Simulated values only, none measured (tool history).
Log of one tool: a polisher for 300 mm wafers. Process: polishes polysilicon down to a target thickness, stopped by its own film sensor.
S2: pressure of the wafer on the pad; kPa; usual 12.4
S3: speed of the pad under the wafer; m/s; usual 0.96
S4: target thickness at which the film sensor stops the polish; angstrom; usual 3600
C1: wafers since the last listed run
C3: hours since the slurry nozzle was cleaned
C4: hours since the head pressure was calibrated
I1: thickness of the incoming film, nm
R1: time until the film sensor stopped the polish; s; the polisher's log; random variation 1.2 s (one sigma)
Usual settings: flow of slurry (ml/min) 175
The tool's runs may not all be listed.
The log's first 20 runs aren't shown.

{"run": 21, "day": 51.329, "flow of slurry (ml/min)": 175, "S2": 12.4, "S3": 0.96, "S4": 3600, "C1": 1530, "wafers polished on this pad": 2426, "C3": 292.5, "C4": 549.5, "I1": 870.6, "R1": 111.6}
{"run": 22, "day": 52.779, "flow of slurry (ml/min)": 215, "S2": 12.4, "S3": 1.22, "S4": 4680, "C1": 283, "wafers polished on this pad": 2710, "C3": 327.3, "C4": 584.3, "I1": 872.8, "R1": 68}
{"run": 23, "day": 54.308, "flow of slurry (ml/min)": 150, "S2": 14.5, "S3": 0.96, "S4": 3600, "C1": 299, "wafers polished on this pad": 3009, "C3": 364, "C4": 621, "I1": 871.8, "R1": 100.2}
{"run": 24, "day": 55.325, "flow of slurry (ml/min)": 175, "S2": 12.4, "S3": 0.72, "S4": 3600, "C1": 198, "wafers polished on this pad": 3208, "C3": 388.4, "C4": 645.4, "I1": 863.7, "R1": 147.6}
{"run": 25, "day": 57.446, "flow of slurry (ml/min)": 190, "S2": 9.7, "S3": 0.72, "S4": 3600, "C1": 415, "wafers polished on this pad": 3623, "C3": 439.3, "C4": 696.3, "I1": 869, "R1": 199.1}
{"day": 57.738, "done": "slurry nozzle cleaned"}
{"day": 59.733, "done": "worn pad replaced by a new one"}
{"run": 26, "day": 60.325, "flow of slurry (ml/min)": 175, "S2": 12.4, "S3": 0.96, "S4": 3600, "C1": 522, "wafers polished on this pad": 115, "C3": 62.1, "C4": 765.4, "I1": 875.3, "R1": 103}
{"run": 27, "day": 62.017, "flow of slurry (ml/min)": 175, "S2": 8.3, "S3": 0.96, "S4": 3600, "C1": 331, "wafers polished on this pad": 446, "C3": 102.7, "C4": 806, "I1": 857.9, "R1": 154.2}
{"run": 28, "day": 67.354, "flow of slurry (ml/min)": 150, "S2": 10.3, "S3": 0.96, "S4": 4630, "C1": 1044, "wafers polished on this pad": 1490, "C3": 230.8, "C4": 934.1, "I1": 861.3, "R1": 103.9}
{"run": 29, "day": 68.896, "flow of slurry (ml/min)": 175, "S2": 12.4, "S3": 0.96, "S4": 3600, "C1": 301, "wafers polished on this pad": 1792, "C3": 267.8, "C4": 971.1, "I1": 868.9, "R1": 105.8}
{"run": 30, "day": 71.296, "flow of slurry (ml/min)": 175, "S2": 12.4, "S3": 0.96, "S4": 3600, "C1": 469, "wafers polished on this pad": 2262, "C3": 325.4, "C4": 1028.7, "I1": 863.1, "R1": 108.3}
{"run": 31, "day": 72.496, "flow of slurry (ml/min)": 195, "S2": 9.7, "S3": 0.62, "S4": 4270, "C1": 234, "wafers polished on this pad": 2496, "C3": 354.2, "C4": 1057.5, "I1": 868.4, "R1": 189.8}
{"run": 32, "day": 75.104, "flow of slurry (ml/min)": 175, "S2": 12.4, "S3": 0.96, "S4": 3600, "C1": 510, "wafers polished on this pad": 3007, "C3": 416.8, "C4": 1120.1, "I1": 873.3, "R1": 112.7}
{"day": 79.238, "done": "head pressure recalibrated"}
{"day": 80.054, "done": "slurry nozzle cleaned"}
{"day": 81.438, "done": "worn pad replaced by a new one"}
{"run": 33, "day": 83.858, "flow of slurry (ml/min)": 155, "S2": 12.4, "S3": 0.96, "S4": 3600, "C1": 1655, "wafers polished on this pad": 473, "C3": 91.3, "C4": 110.9, "I1": 875.4, "R1": 108.5}
{"run": 34, "day": 86.988, "flow of slurry (ml/min)": 175, "S2": 12.4, "S3": 0.96, "S4": 3600, "C1": 612, "wafers polished on this pad": 1086, "C3": 166.4, "C4": 186, "I1": 871.9, "R1": 107.5}
{"run": 35, "day": 88.983, "flow of slurry (ml/min)": 150, "S2": 10.3, "S3": 0.96, "S4": 3600, "C1": 390, "wafers polished on this pad": 1476, "C3": 214.3, "C4": 233.9, "I1": 870.3, "R1": 133.4}
{"run": 36, "day": 91.867, "flow of slurry (ml/min)": 175, "S2": 15.2, "S3": 0.96, "S4": 3600, "C1": 564, "wafers polished on this pad": 2040, "C3": 283.5, "C4": 303.1, "I1": 877.1, "R1": 91.6}
{"run": 37, "day": 93.467, "flow of slurry (ml/min)": 195, "S2": 12.4, "S3": 0.8, "S4": 3600, "C1": 313, "wafers polished on this pad": 2353, "C3": 321.9, "C4": 341.5, "I1": 864.2, "R1": 131.1}

Forecast each of these 3 alternatives for the next run:
{"run": "A", "day": 93.488, "flow of slurry (ml/min)": 175, "S2": 13.8, "S3": 0.96, "S4": 3600, "C1": 4, "wafers polished on this pad": 2357, "C3": 322.4, "C4": 342, "I1": 875, "R1": "?"}
{"run": "B", "day": 93.488, "flow of slurry (ml/min)": 195, "S2": 12.4, "S3": 1.04, "S4": 4590, "C1": 4, "wafers polished on this pad": 2357, "C3": 322.4, "C4": 342, "I1": 875, "R1": "?"}
{"run": "C", "day": 93.488, "flow of slurry (ml/min)": 175, "S2": 12.4, "S3": 0.96, "S4": 4890, "C1": 4, "wafers polished on this pad": 2357, "C3": 322.4, "C4": 342, "I1": 875, "R1": "?"}

run=A R1=102.7
run=B R1=83.4
run=C R1=85.6
Without the tool's hidden state the same runs would have given:
run=A R1=94.6
run=B R1=77.1
run=C R1=78.8

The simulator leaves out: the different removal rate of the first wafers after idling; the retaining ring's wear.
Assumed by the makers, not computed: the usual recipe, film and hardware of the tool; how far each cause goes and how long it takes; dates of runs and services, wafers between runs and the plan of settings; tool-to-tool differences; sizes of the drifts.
